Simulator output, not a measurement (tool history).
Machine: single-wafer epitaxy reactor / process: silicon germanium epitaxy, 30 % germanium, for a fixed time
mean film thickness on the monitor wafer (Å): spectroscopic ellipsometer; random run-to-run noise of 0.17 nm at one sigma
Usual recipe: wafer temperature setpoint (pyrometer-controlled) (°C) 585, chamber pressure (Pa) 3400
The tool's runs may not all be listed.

run    hour  wafer temperature setpoint (pyrometer-controlled) (°C)  chamber pressure (Pa)  read-back reference wafer on the same gauge, thickness_nm  mean film thickness on the monitor wafer (Å)
  1       0                                                     585                   3853                                                     44.114                                        531.91
  2    99.8                                                     585                   3400                                                     44.139                                        506.19
  3     201                                                     585                   3400                                                     44.099                                        510.65
  4   268.7                                                     585                   3400                                                     44.087                                        510.23
  5   336.9                                                     585                   3400                                                     44.055                                        508.23
  6   428.9                                                     585                   3400                                                     44.112                                        506.43
      487.6  -- pyrometer calibrated
  7   502.9                                                     574                   3400                                                      44.11                                        407.94
  8   579.9                                                     574                   3400                                                     44.096                                        408.18
      645.5  -- showerhead replaced
      749.8  -- gauge calibrated
  9   797.4                                                     592                   3800                                                     44.117                                        605.79
        810  -- capacitance manometer re-zeroed and calibrated
 10   889.2                                                     578                   3400                                                     44.059                                        449.66
 11   990.2                                                     598                   2640                                                     44.079                                        608.67
 12  1089.1                                                     592                   3400                                                     44.101                                        588.85
 13  1182.9                                                     585                   3400                                                      44.13                                        511.12
 14  1229.1                                                     598                   3400                                                      44.06                                        659.69
 15  1290.6                                                     592                   4226                                                     44.092                                        631.03
 16  1381.2                                                     590                   3666                                                     44.105                                        576.78
 17  1426.7                                                     593                   3160                                                     44.076                                        581.61

4 ways to go on from here, each from the tool as it stands after run 17. What would each give?
  A  1427.1                                                     570                   3400                                                          ?                                             ?
  B  1427.1                                                     576                   4026                                                          ?                                             ?
  C  1427.1                                                     596                   3400                                                          ?                                             ?
  D  1427.1                                                     575                   3400                                                          ?                                             ?

run  read-back reference wafer on the same gauge, thickness_nm  mean film thickness on the monitor wafer (Å)
  A                                                     44.055                                        378.66
  B                                                     44.055                                        453.49
  C                                                     44.055                                        631.56
  D                                                     44.055                                        418.86
Had the tool no hidden state, the same runs would have come out as:
run  mean film thickness on the monitor wafer (Å)
  A                                        385.65
  B                                        461.85
  C                                        643.21
  D                                        426.59
